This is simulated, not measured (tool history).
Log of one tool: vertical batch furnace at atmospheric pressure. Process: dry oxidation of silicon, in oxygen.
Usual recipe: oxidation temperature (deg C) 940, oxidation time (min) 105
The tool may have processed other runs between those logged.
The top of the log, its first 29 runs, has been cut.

run    hour  oxidation temperature (deg C)  oxidation time (min)  wafers since the last listed run  hours since the last temperature calibration  hours since the boat lift was adjusted  hours since the gauge calibration  read-back reference wafer on the same gauge, thickness  oxide thickness on the monitor wafer (nm)
 30  2244.2                            940                   105                               926                                          75.5                                    58.2                              345.2                                                   58.09                                      58.03
 31  2321.4                            940                 121.5                              1239                                         152.7                                   135.4                              422.4                                                   58.06                                      64.14
 32  2363.2                            918                  60.5                               670                                         194.5                                   177.2                              464.2                                                   58.04                                      32.52
 33  2457.6                            957                   105                              1515                                         288.9                                   271.6                              558.6                                                   58.17                                      66.71
 34  2538.8                            940                   131                              1303                                         370.1                                   352.8                              639.8                                                   58.27                                      68.53
 35  2638.2                            929                   105                              1595                                         469.5                                   452.2                              739.2                                                   58.32                                      53.02
 36  2710.7                            940                   105                              1163                                           542                                   524.7                              811.7                                                   58.42                                      58.86
 37  2818.4                            940                   105                              1728                                         649.7                                   632.4                              919.4                                                   58.47                                      58.92
 38    2894                            924                   105                              1213                                         725.3                                     708                                995                                                   58.55                                      50.96
 39  2974.7                            962                  72.5                              1295                                           806                                   788.7                             1075.7                                                   58.68                                      54.96
 40  3046.3                            933                   105                              1149                                         877.6                                   860.3                             1147.3                                                   58.76                                      55.25

3 options for the next run, each taken on its own from the tool as it stands now. Forecast them:
  A  3051.8                            940                   148                                88                                         883.1                                   865.8                             1152.8                                                       ?                                          ?
  B  3051.8                            955                 140.5                                88                                         883.1                                   865.8                             1152.8                                                       ?                                          ?
  C  3051.8                            950                   152                                88                                         883.1                                   865.8                             1152.8                                                       ?                                          ?

run  read-back reference wafer on the same gauge, thickness  oxide thickness on the monitor wafer (nm)
  A                                                   58.74                                      73.87
  B                                                   58.74                                      80.36
  C                                                   58.74                                      81.44
Without the tool's hidden state the same runs would have given:
run  oxide thickness on the monitor wafer (nm)
  A                                      72.41
  B                                      78.78
  C                                      79.84
